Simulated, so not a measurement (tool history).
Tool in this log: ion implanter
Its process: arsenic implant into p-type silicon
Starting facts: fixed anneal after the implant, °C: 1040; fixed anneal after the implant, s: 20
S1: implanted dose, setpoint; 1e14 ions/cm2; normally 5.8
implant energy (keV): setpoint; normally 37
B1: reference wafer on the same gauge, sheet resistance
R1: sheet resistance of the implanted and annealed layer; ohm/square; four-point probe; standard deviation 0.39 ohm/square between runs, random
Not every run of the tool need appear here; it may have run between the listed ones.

{"run": 1, "hour": 0.0, "S1": 5.8, "implant energy (keV)": 40.5, "B1": 175.18, "R1": 190.76}
{"run": 2, "hour": 29.7, "S1": 5.8, "implant energy (keV)": 40.5, "B1": 175.09, "R1": 190.02}
{"run": 3, "hour": 52.0, "S1": 5.8, "implant energy (keV)": 40.5, "B1": 174.83, "R1": 190.46}
{"run": 4, "hour": 80.9, "S1": 5.8, "implant energy (keV)": 37, "B1": 174.92, "R1": 193.19}
{"run": 5, "hour": 110.8, "S1": 5.8, "implant energy (keV)": 37, "B1": 175.1, "R1": 192.64}
{"run": 6, "hour": 138.2, "S1": 5.8, "implant energy (keV)": 37, "B1": 175.04, "R1": 193.29}
{"run": 7, "hour": 163.2, "S1": 5.35, "implant energy (keV)": 46, "B1": 174.91, "R1": 199.52}
{"run": 8, "hour": 183.2, "S1": 5.35, "implant energy (keV)": 46, "B1": 174.99, "R1": 198.65}
{"hour": 218.0, "done": "extraction supply calibrated"}
{"run": 9, "hour": 218.5, "S1": 5.35, "implant energy (keV)": 46, "B1": 175.03, "R1": 199.39}
{"hour": 238.4, "done": "gauge calibrated"}
{"hour": 258.0, "done": "Faraday cup replaced and dose calibrated"}
{"run": 10, "hour": 258.5, "S1": 5.21, "implant energy (keV)": 42, "B1": 175.03, "R1": 204.8}
{"run": 11, "hour": 280.7, "S1": 5.8, "implant energy (keV)": 37, "B1": 175.09, "R1": 192.59}
{"run": 12, "hour": 298.9, "S1": 7.41, "implant energy (keV)": 37, "B1": 175.08, "R1": 160.46}
{"run": 13, "hour": 319.7, "S1": 4.48, "implant energy (keV)": 48, "B1": 175.07, "R1": 227.2}
{"run": 14, "hour": 347.8, "S1": 4.93, "implant energy (keV)": 43, "B1": 175.09, "R1": 213.82}
{"run": 15, "hour": 440.0, "S1": 5.8, "implant energy (keV)": 48.5, "B1": 175.13, "R1": 185.49}
{"run": 16, "hour": 486.8, "S1": 4.88, "implant energy (keV)": 28.5, "B1": 174.95, "R1": 228.03}
{"run": 17, "hour": 508.1, "S1": 6.45, "implant energy (keV)": 46, "B1": 174.96, "R1": 172.89}
{"run": 18, "hour": 536.4, "S1": 4.16, "implant energy (keV)": 37, "B1": 175.04, "R1": 248.85}
{"run": 19, "hour": 561.1, "S1": 5.8, "implant energy (keV)": 37, "B1": 174.84, "R1": 193.19}

List, for all runs, the conditions of the tool that the log does not record:
deviation of the true dose from the Faraday cup's reading, %: 0, the same for each run
deviation of the true energy from its setpoint, %: 0, the same for each run
gauge reads high (%): 0, the same for each run
